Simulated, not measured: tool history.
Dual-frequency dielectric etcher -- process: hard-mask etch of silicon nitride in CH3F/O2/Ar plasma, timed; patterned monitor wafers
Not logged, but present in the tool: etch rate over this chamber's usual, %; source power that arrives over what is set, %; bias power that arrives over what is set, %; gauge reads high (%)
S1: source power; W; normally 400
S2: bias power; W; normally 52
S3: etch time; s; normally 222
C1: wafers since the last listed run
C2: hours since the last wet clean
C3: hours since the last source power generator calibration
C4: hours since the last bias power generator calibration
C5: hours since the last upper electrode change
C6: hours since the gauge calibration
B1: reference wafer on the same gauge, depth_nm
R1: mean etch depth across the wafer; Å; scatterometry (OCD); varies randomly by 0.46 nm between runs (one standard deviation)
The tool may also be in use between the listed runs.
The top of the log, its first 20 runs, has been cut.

| run | day | S1 | S2 | S3 | C1 | C2 | C3 | C4 | C5 | C6 | B1 | R1 |
|---|---|---|---|---|---|---|---|---|---|---|---|---|
| 21 | 40.938 | 400 | 52 | 222 | 278 | 70 | 465.2 | 132.7 | 1083.9 | 330.7 | 142 | 1482 |
| 22 | 43.867 | 430 | 43 | 184 | 528 | 140.3 | 535.5 | 203 | 1154.2 | 401 | 142 | 1181 |
| 23 | 46.012 | 320 | 52 | 287.5 | 387 | 191.8 | 587 | 254.5 | 1205.7 | 452.5 | 142.1 | 1810 |
| 24 | 48.875 | 400 | 64 | 222 | 516 | 260.5 | 655.7 | 323.2 | 1274.4 | 521.2 | 142 | 1628 |
| 25 | 51.283 | 400 | 52 | 222 | 434 | 318.3 | 713.5 | 381 | 1332.2 | 579 | 142.1 | 1503 |
| 26 | 53.862 | 400 | 52 | 179.5 | 465 | 380.2 | 775.4 | 442.9 | 1394.1 | 640.9 | 142.3 | 1214 |
|  | 55.233 | wet clean of the chamber |
| 27 | 56.392 | 330 | 47 | 262.5 | 275 | 27.8 | 836.1 | 503.6 | 1454.8 | 701.6 | 142 | 1607 |
| 28 | 58.975 | 400 | 52 | 269 | 466 | 89.8 | 898.1 | 565.6 | 1516.8 | 763.6 | 141.8 | 1825 |
| 29 | 60.7 | 400 | 52 | 222 | 311 | 131.2 | 939.5 | 607 | 1558.2 | 805 | 142 | 1504 |
| 30 | 62.904 | 400 | 52 | 222 | 397 | 184.1 | 992.4 | 659.9 | 1611.1 | 857.9 | 142 | 1494 |
| 31 | 64.45 | 400 | 48 | 222 | 278 | 221.2 | 1029.5 | 697 | 1648.2 | 895 | 141.9 | 1470 |

Branching from run 31: 3 alternative next runs. What would each branch give?
| A | 64.471 | 400 | 52 | 288 | 3 | 221.7 | 1030 | 697.5 | 1648.7 | 895.5 | ? | ? |
| B | 64.471 | 370 | 60 | 268.5 | 3 | 221.7 | 1030 | 697.5 | 1648.7 | 895.5 | ? | ? |
| C | 64.471 | 500 | 56 | 239.5 | 3 | 221.7 | 1030 | 697.5 | 1648.7 | 895.5 | ? | ? |

| run | B1 | R1 |
|---|---|---|
| A | 142 | 1951 |
| B | 142 | 1875 |
| C | 142 | 1795 |
What these runs would have given with no unlogged condition in the tool:
| run | R1 |
|---|---|
| A | 1908 |
| B | 1834 |
| C | 1756 |

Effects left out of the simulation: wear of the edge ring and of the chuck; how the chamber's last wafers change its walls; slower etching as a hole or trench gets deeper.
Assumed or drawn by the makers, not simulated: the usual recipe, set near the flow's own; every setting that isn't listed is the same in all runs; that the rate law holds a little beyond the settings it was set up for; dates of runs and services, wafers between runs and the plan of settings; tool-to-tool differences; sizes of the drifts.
